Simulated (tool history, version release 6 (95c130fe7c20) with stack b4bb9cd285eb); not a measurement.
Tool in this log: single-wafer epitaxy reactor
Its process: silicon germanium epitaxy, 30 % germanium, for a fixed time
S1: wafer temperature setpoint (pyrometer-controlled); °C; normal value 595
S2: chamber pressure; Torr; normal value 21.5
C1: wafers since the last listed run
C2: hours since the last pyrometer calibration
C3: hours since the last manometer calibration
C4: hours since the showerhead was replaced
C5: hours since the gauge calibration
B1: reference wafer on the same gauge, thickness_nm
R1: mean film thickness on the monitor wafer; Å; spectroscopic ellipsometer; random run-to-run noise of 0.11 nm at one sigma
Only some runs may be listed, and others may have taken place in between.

| run | day | S1 | S2 | C1 | C2 | C3 | C4 | C5 | B1 | R1 |
|---|---|---|---|---|---|---|---|---|---|---|
| 1 | 0.000 | 595 | 21.5 | 0 | 2354.2 | 1223.0 | 6195.4 | 3.6 | 52.201 | 545.28 |
| 2 | 0.346 | 595 | 21.5 | 180 | 2362.5 | 1231.3 | 6203.7 | 11.9 | 52.203 | 547.48 |
| 3 | 0.850 | 595 | 21.5 | 262 | 2374.6 | 1243.4 | 6215.8 | 24.0 | 52.193 | 544.76 |
| 4 | 1.433 | 595 | 22.8 | 304 | 2388.6 | 1257.4 | 6229.8 | 38.0 | 52.262 | 563.54 |
| 5 | 1.829 | 595 | 22.8 | 206 | 2398.1 | 1266.9 | 6239.3 | 47.5 | 52.214 | 562.99 |
| 6 | 2.175 | 584 | 21.5 | 180 | 2406.4 | 1275.2 | 6247.6 | 55.8 | 52.175 | 454.13 |
| 7 | 2.550 | 584 | 21.5 | 195 | 2415.4 | 1284.2 | 6256.6 | 64.8 | 52.201 | 455.72 |
| 8 | 2.896 | 584 | 21.5 | 180 | 2423.7 | 1292.5 | 6264.9 | 73.1 | 52.185 | 458.37 |
| 9 | 3.633 | 595 | 21.5 | 384 | 2441.4 | 1310.2 | 6282.6 | 90.8 | 52.245 | 548.20 |
| 10 | 4.229 | 595 | 21.5 | 310 | 2455.7 | 1324.5 | 6296.9 | 105.1 | 52.199 | 547.50 |
| 11 | 4.708 | 595 | 21.5 | 249 | 2467.2 | 1336.0 | 6308.4 | 116.6 | 52.209 | 547.31 |
| 12 | 5.042 | 584 | 21.5 | 173 | 2475.2 | 1344.0 | 6316.4 | 124.6 | 52.201 | 457.68 |
|  | 6.054 | pyrometer calibrated |
| 13 | 6.075 | 584 | 21.5 | 364 | 0.5 | 1368.8 | 6341.2 | 149.4 | 52.221 | 416.27 |
|  | 6.721 | capacitance manometer re-zeroed and calibrated |
| 14 | 6.742 | 602 | 21.5 | 173 | 16.5 | 0.5 | 6357.2 | 165.4 | 52.183 | 555.52 |
| 15 | 7.050 | 605 | 16.9 | 160 | 23.9 | 7.9 | 6364.6 | 172.8 | 52.208 | 519.11 |
|  | 7.208 | gauge calibrated |
| 16 | 7.775 | 595 | 17.0 | 377 | 41.3 | 25.3 | 6382.0 | 13.6 | 52.225 | 442.45 |
| 17 | 8.446 | 583 | 24.2 | 349 | 57.4 | 41.4 | 6398.1 | 29.7 | 52.173 | 433.35 |
| 18 | 8.779 | 583 | 18.9 | 173 | 65.4 | 49.4 | 6406.1 | 37.7 | 52.201 | 382.03 |
|  | 9.238 | showerhead replaced |
| 19 | 10.688 | 595 | 21.5 | 820 | 111.2 | 95.2 | 34.8 | 83.5 | 52.176 | 499.08 |
| 20 | 10.942 | 584 | 21.5 | 132 | 117.3 | 101.3 | 40.9 | 89.6 | 52.203 | 416.72 |
| 21 | 11.604 | 603 | 18.0 | 345 | 133.2 | 117.2 | 56.8 | 105.5 | 52.258 | 521.12 |
| 22 | 11.892 | 588 | 18.6 | 149 | 140.1 | 124.1 | 63.7 | 112.4 | 52.142 | 415.97 |

How would selected steps in R1 from run to run divide? Give the signed amount a tool lacking its hidden state would still show from settings, what came in and random variation, and the signed amount left for the hidden state, including any gauge scatter that is not in both of the compared results.
What the log doesn't record here: wafer temperature above the value expected at the setpoint (K); true pressure above the setpoint (%); gauge reads high (%).
Run 5 -> 6: S1 595 -> 584, S2 22.8 -> 21.5. R1 -108.86 Å: hidden state -7.83, all else -101.03.
Run 12 -> 13: pyrometer calibrated. R1 -41.41 Å: hidden state -42.81, all else +1.40.
Run 13 -> 14: S1 584 -> 602, capacitance manometer re-zeroed and calibrated. R1 +139.25 Å: hidden state -0.75, all else +140.00.
Run 18 -> 19: S1 583 -> 595, S2 18.9 -> 21.5, showerhead replaced. R1 +117.05 Å: hidden state +0.22, all else +116.83.

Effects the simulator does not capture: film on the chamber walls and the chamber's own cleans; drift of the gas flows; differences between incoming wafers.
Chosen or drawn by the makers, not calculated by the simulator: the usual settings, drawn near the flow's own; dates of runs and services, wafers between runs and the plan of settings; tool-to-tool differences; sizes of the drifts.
